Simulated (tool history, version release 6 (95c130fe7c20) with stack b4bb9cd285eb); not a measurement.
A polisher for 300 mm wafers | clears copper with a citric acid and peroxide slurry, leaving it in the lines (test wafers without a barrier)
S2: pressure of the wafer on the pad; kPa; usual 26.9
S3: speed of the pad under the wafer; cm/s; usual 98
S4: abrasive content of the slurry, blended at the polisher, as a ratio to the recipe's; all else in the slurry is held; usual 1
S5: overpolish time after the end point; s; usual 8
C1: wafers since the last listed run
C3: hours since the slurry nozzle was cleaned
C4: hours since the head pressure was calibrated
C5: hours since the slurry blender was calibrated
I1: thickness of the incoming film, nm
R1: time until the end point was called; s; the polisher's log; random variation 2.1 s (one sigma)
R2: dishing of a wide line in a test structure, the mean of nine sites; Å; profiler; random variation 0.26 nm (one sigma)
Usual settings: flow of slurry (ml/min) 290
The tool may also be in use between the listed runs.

Run 1, hour 0: usual settings; C1 0; wafers polished on this pad 208; C3 30.3; C4 407.2; C5 13.2; I1 391.3. Result: R1 134.7 s, R2 135 Å.
Run 2, hour 96.2: usual settings; C1 678; wafers polished on this pad 887; C3 126.5; C4 503.4; C5 109.4; I1 397.9. Result: R1 133.3 s, R2 135 Å.
Run 3, hour 203.4: usual settings; C1 756; wafers polished on this pad 1643; C3 233.7; C4 610.6; C5 216.6; I1 396.3. Result: R1 134.6 s, R2 130 Å.
Run 4, hour 264.5: usual settings; C1 431; wafers polished on this pad 2074; C3 294.8; C4 671.7; C5 277.7; I1 390.6. Result: R1 133.7 s, R2 134 Å.
At hour 278.2: slurry blender recalibrated.
At hour 295.4: worn pad replaced by a new one.
Run 5, hour 343.8: usual settings but S3 92 cm/s, S5 11 s; C1 517; wafers polished on this pad 341; C3 374.1; C4 751; C5 65.6; I1 384.5. Result: R1 145.5 s, R2 161 Å.
Run 6, hour 396.7: usual settings but S2 31.7 kPa; C1 373; wafers polished on this pad 714; C3 427; C4 803.9; C5 118.5; I1 391.8. Result: R1 116.1 s, R2 151 Å.
At hour 415.6: head pressure recalibrated.
At hour 426.1: slurry nozzle cleaned.
Run 7, hour 501.2: usual settings but S2 31.7 kPa; C1 716; wafers polished on this pad 1430; C3 75.1; C4 85.6; C5 223; I1 394.5. Result: R1 94.9 s, R2 177 Å.
Run 8, hour 575.4: usual settings but S2 31.7 kPa; C1 523; wafers polished on this pad 1954; C3 149.3; C4 159.8; C5 297.2; I1 392.4. Result: R1 99.1 s, R2 170 Å.
At hour 586.5: worn pad replaced by a new one.
At hour 603: slurry blender recalibrated.
At hour 624.7: head pressure recalibrated, repeated, since the last time left the tool worse.
Run 9, hour 675.6: usual settings but S3 114 cm/s, S5 11 s; C1 650; wafers polished on this pad 600; C3 249.5; C4 50.9; C5 72.6; I1 394.7. Result: R1 108.2 s, R2 203 Å.
Run 10, hour 748.3: usual settings but flow of slurry (ml/min) 345, S4 0.75, S5 4 s; C1 512; wafers polished on this pad 1113; C3 322.2; C4 123.6; C5 145.3; I1 387.1. Result: R1 130.9 s, R2 77 Å.
At hour 881.7: slurry nozzle cleaned.
At hour 967: worn pad replaced by a new one.
At hour 976.7: slurry blender recalibrated.
Run 11, hour 1056.3: usual settings but flow of slurry (ml/min) 235, S3 112 cm/s, S4 1.25, S5 10 s; C1 2123; wafers polished on this pad 615; C3 174.6; C4 431.6; C5 79.6; I1 391. Result: R1 110.6 s, R2 182 Å.
Run 12, hour 1162.7: usual settings but S2 31.7 kPa, S4 1.2, S5 3 s; C1 750; wafers polished on this pad 1366; C3 281; C4 538; C5 186; I1 389.9. Result: R1 112 s, R2 71 Å.
Run 13, hour 1254.4: usual settings; C1 646; wafers polished on this pad 2013; C3 372.7; C4 629.7; C5 277.7; I1 391.6. Result: R1 135.7 s, R2 134 Å.
At hour 1262: worn pad replaced by a new one.
At hour 1317.6: slurry nozzle cleaned.
At hour 1338.1: head pressure recalibrated.
At hour 1340.8: slurry blender recalibrated.
Run 14, hour 1341.3: usual settings but S2 21.4 kPa, S5 13 s; C1 549; wafers polished on this pad 524; C3 23.7; C4 3.2; C5 0.5; I1 386.1. Result: R1 146.2 s, R2 183 Å.
Run 15, hour 1430.3: usual settings; C1 627; wafers polished on this pad 1152; C3 112.7; C4 92.2; C5 89.5; I1 386.5. Result: R1 125.7 s, R2 138 Å.
Run 16, hour 1488.8: usual settings but S4 0.85, S5 3 s; C1 412; wafers polished on this pad 1564; C3 171.2; C4 150.7; C5 148; I1 388. Result: R1 136.4 s, R2 56 Å.
Run 17, hour 1533.3: usual settings; C1 313; wafers polished on this pad 1878; C3 215.7; C4 195.2; C5 192.5; I1 383.7. Result: R1 127.4 s, R2 136 Å.
Run 18, hour 1578.1: usual settings but flow of slurry (ml/min) 250, S2 17.2 kPa; C1 316; wafers polished on this pad 2194; C3 260.5; C4 240; C5 237.3; I1 391.8. Result: R1 196.6 s, R2 99 Å.
At hour 1625.1: worn pad replaced by a new one.
Run 19, hour 1674.9: usual settings; C1 654; wafers polished on this pad 351; C3 357.3; C4 336.8; C5 334.1; I1 386. Result: R1 128.7 s, R2 136 Å.

Forecast each of these 5 alternatives for the next run:
Run A, hour 1675.4: usual settings but S2 20.7 kPa; C1 3; wafers polished on this pad 354; C3 357.8; C4 337.3; C5 334.6; I1 384.4. Result: R1 ?, R2 ?.
Run B, hour 1675.4: usual settings but flow of slurry (ml/min) 385, S2 36.5 kPa; C1 3; wafers polished on this pad 354; C3 357.8; C4 337.3; C5 334.6; I1 384.4. Result: R1 ?, R2 ?.
Run C, hour 1675.4: usual settings but flow of slurry (ml/min) 325, S3 72 cm/s, S4 0.8, S5 13 s; C1 3; wafers polished on this pad 354; C3 357.8; C4 337.3; C5 334.6; I1 384.4. Result: R1 ?, R2 ?.
Run D, hour 1675.4: usual settings but S2 32.4 kPa; C1 3; wafers polished on this pad 354; C3 357.8; C4 337.3; C5 334.6; I1 384.4. Result: R1 ?, R2 ?.
Run E, hour 1675.4: usual settings but flow of slurry (ml/min) 205, S2 20.7 kPa, S3 82 cm/s; C1 3; wafers polished on this pad 354; C3 357.8; C4 337.3; C5 334.6; I1 384.4. Result: R1 ?, R2 ?.

run     R1   R2
  A  165.9  114
  B   96.7  176
  C  182.6  157
  D  110.6  159
  E  203.9   96
Without the tool's hidden state the same runs would have given:
run     R1   R2
  A  153.4  122
  B   89.3  186
  C  168.8  166
  D  102.2  169
  E  188.6  103

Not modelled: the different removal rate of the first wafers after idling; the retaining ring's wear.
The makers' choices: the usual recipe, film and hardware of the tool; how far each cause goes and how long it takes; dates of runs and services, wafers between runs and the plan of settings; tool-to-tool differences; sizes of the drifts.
